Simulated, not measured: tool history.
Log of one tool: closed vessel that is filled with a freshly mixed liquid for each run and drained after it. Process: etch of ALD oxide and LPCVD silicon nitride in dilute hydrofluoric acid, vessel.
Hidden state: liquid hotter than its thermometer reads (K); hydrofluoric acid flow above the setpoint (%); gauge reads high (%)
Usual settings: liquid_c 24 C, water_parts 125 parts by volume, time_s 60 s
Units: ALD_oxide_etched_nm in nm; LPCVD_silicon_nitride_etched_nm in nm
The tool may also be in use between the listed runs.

| run | hour | liquid_c | water_parts | time_s | wafers since the last listed run | hours since the thermometer was replaced | hours since the hydrofluoric acid flow meter was replaced | hours since the gauge calibration | read-back film thickness of the ALD oxide reference wafer, read on the same gauge (nm) | read-back film thickness of the LPCVD silicon nitride reference wafer, read on the same gauge (nm) | ALD_oxide_etched_nm | LPCVD_silicon_nitride_etched_nm |
|---|---|---|---|---|---|---|---|---|---|---|---|---|
| 1 | 0 | 24 | 125 | 60 | 0 | 2352.5 | 1510 | 251.8 | 59.97 | 60.008 | 11.1 | 0.308 |
| 2 | 23 | 24 | 125 | 60 | 2888 | 2375.5 | 1533 | 274.8 | 60.02 | 59.981 | 10.95 | 0.259 |
| 3 | 54.3 | 24 | 150 | 60 | 3930 | 2406.8 | 1564.3 | 306.1 | 60.01 | 60.003 | 8.84 | 0.226 |
| 4 | 73.6 | 24 | 150 | 60 | 2423 | 2426.1 | 1583.6 | 325.4 | 60.01 | 60.015 | 8.94 | 0.259 |
| 5 | 105.1 | 24 | 150 | 60 | 3955 | 2457.6 | 1615.1 | 356.9 | 59.96 | 59.993 | 8.99 | 0.255 |
| 6 | 138.1 | 24 | 90 | 80 | 4143 | 2490.6 | 1648.1 | 389.9 | 60 | 60.023 | 21.24 | 0.512 |
| 7 | 155.8 | 24 | 90 | 80 | 2222 | 2508.3 | 1665.8 | 407.6 | 59.96 | 59.998 | 21.5 | 0.522 |
| 8 | 170.2 | 24 | 125 | 50 | 1808 | 2522.7 | 1680.2 | 422 | 60.03 | 59.993 | 9.24 | 0.267 |
|  | 178.9 | hydrofluoric acid flow meter replaced |
| 9 | 205.3 | 24 | 125 | 60 | 4282 | 2557.8 | 26.4 | 457.1 | 60 | 60.006 | 9.93 | 0.241 |
| 10 | 225.4 | 21.5 | 180 | 60 | 2524 | 2577.9 | 46.5 | 477.2 | 60.04 | 60.006 | 5.83 | 0.145 |
|  | 227.3 | gauge calibrated |
| 11 | 253.5 | 28.5 | 125 | 60 | 3528 | 2606 | 74.6 | 26.2 | 60.02 | 60.012 | 11.79 | 0.309 |
|  | 268.1 | thermometer replaced |
| 12 | 286.7 | 24 | 150 | 60 | 4043 | 18.6 | 107.8 | 59.4 | 59.98 | 60.014 | 8.04 | 0.204 |
| 13 | 301.2 | 19.5 | 155 | 60 | 1820 | 33.1 | 122.3 | 73.9 | 60.04 | 59.995 | 6.46 | 0.182 |
| 14 | 328.5 | 24 | 90 | 80 | 3428 | 60.4 | 149.6 | 101.2 | 59.98 | 60.001 | 19.14 | 0.391 |
| 15 | 383.2 | 27 | 125 | 60 | 6868 | 115.1 | 204.3 | 155.9 | 60 | 60.012 | 11.16 | 0.287 |
| 16 | 418.3 | 24 | 125 | 35 | 4407 | 150.2 | 239.4 | 191 | 59.95 | 59.995 | 5.81 | 0.135 |
| 17 | 448 | 21 | 175 | 75 | 3729 | 179.9 | 269.1 | 220.7 | 60 | 60.014 | 7.57 | 0.15 |

3 ways to go on from here, each from the tool as it stands after run 17. What would each give?
| A | 448.7 | 24 | 125 | 40 | 87 | 180.6 | 269.8 | 221.4 | ? | ? | ? | ? |
| B | 448.7 | 24 | 125 | 80 | 87 | 180.6 | 269.8 | 221.4 | ? | ? | ? | ? |
| C | 448.7 | 19.5 | 65 | 60 | 87 | 180.6 | 269.8 | 221.4 | ? | ? | ? | ? |

| run | read-back film thickness of the ALD oxide reference wafer, read on the same gauge (nm) | read-back film thickness of the LPCVD silicon nitride reference wafer, read on the same gauge (nm) | ALD_oxide_etched_nm | LPCVD_silicon_nitride_etched_nm |
|---|---|---|---|---|
| A | 60.03 | 59.995 | 6.71 | 0.191 |
| B | 60.03 | 59.995 | 13.43 | 0.382 |
| C | 60.03 | 59.995 | 17.28 | 0.402 |
Without the tool's hidden state the same runs would have given:
| run | ALD_oxide_etched_nm | LPCVD_silicon_nitride_etched_nm |
|---|---|---|
| A | 6.52 | 0.186 |
| B | 13.04 | 0.373 |
| C | 16.81 | 0.392 |
